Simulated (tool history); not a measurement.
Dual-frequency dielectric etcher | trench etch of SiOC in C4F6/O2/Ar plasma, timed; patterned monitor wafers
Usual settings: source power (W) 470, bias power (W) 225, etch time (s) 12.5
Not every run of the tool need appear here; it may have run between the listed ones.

run    hour  source power (W)  bias power (W)  etch time (s)  read-back reference wafer on the same gauge, depth_nm  mean etch depth across the wafer (angstrom)
  1     0.0               470             225           12.5                                                  35.45                                        324.7
  2    49.3               470             225           12.5                                                  35.42                                        324.4
  3   120.7               470             225           13.5                                                  35.46                                        350.7
      236.3  -- wet clean of the chamber
  4   236.8               470             225           14.0                                                  35.54                                        364.3
  5   271.1               470             225           12.5                                                  35.55                                        326.6
  6   348.0               470             225           12.5                                                  35.55                                        328.1
  7   393.0               470             225           12.5                                                  35.58                                        324.3
  8   487.1               470             246           12.5                                                  35.64                                        340.7
      520.2  -- bias power generator calibrated
  9   589.6               470             246           12.5                                                  35.75                                        344.6
 10   661.1               470             246           12.5                                                  35.72                                        341.6
 11   725.2               470             225           12.5                                                  35.75                                        327.6
      754.4  -- wet clean of the chamber
 12   810.4               470             225           12.5                                                  35.80                                        327.2
 13   873.7               470             225           12.5                                                  35.78                                        327.1
      890.2  -- gauge calibrated
 14   931.7               550             189           10.0                                                  34.77                                        253.8
 15  1036.4               560             170            9.5                                                  34.82                                        233.2
 16  1088.3               470             170           12.5                                                  34.87                                        281.8
     1163.7  -- source power generator calibrated
 17  1176.5               470             211           10.0                                                  34.94                                        247.9
 18  1224.3               520             225           16.5                                                  34.94                                        448.2
 19  1267.3               510             248           12.5                                                  35.00                                        345.7
     1305.9  -- wet clean of the chamber
 20  1370.4               470             187            9.0                                                  35.04                                        214.2
     1430.7  -- upper electrode replaced
 21  1431.2               470             175           14.5                                                  35.10                                        337.9
 22  1477.4               470             225           12.5                                                  35.10                                        323.5
 23  1565.4               520             261           15.5                                                  35.12                                        448.2
 24  1630.8               470             225           12.5                                                  35.16                                        325.8
 25  1674.2               570             265           10.5                                                  35.17                                        318.5
 26  1711.2               470             225           12.5                                                  35.20                                        323.6
 27  1779.8               360             192            9.0                                                  35.23                                        191.0
 28  1838.2               470             225           12.5                                                  35.26                                        323.2
     1896.6  -- wet clean of the chamber
 29  1897.1               470             225           12.5                                                  35.28                                        321.1
 30  1963.4               470             196           15.0                                                  35.28                                        370.6
 31  2055.6               530             225           10.0                                                  35.38                                        273.7

List, for all runs, the conditions of the tool that the log does not record:
etch rate over this chamber's usual, %: 0 in every run
source power that arrives over what is set, %: 0 in every run
bias power that arrives over what is set, %: 0 in every run
H1: gauge reads high (%)
run     H1
  1      2
  2   2.07
  3   2.18
  4   2.34
  5   2.39
  6   2.51
  7   2.57
  8   2.71
  9   2.86
 10   2.96
 11   3.05
 12   3.18
 13   3.27
 14  0.311
 15  0.463
 16  0.539
 17  0.667
 18  0.737
 19  0.799
 20  0.949
 21   1.04
 22    1.1
 23   1.23
 24   1.33
 25   1.39
 26   1.44
 27   1.54
 28   1.63
 29   1.71
 30   1.81
 31   1.95

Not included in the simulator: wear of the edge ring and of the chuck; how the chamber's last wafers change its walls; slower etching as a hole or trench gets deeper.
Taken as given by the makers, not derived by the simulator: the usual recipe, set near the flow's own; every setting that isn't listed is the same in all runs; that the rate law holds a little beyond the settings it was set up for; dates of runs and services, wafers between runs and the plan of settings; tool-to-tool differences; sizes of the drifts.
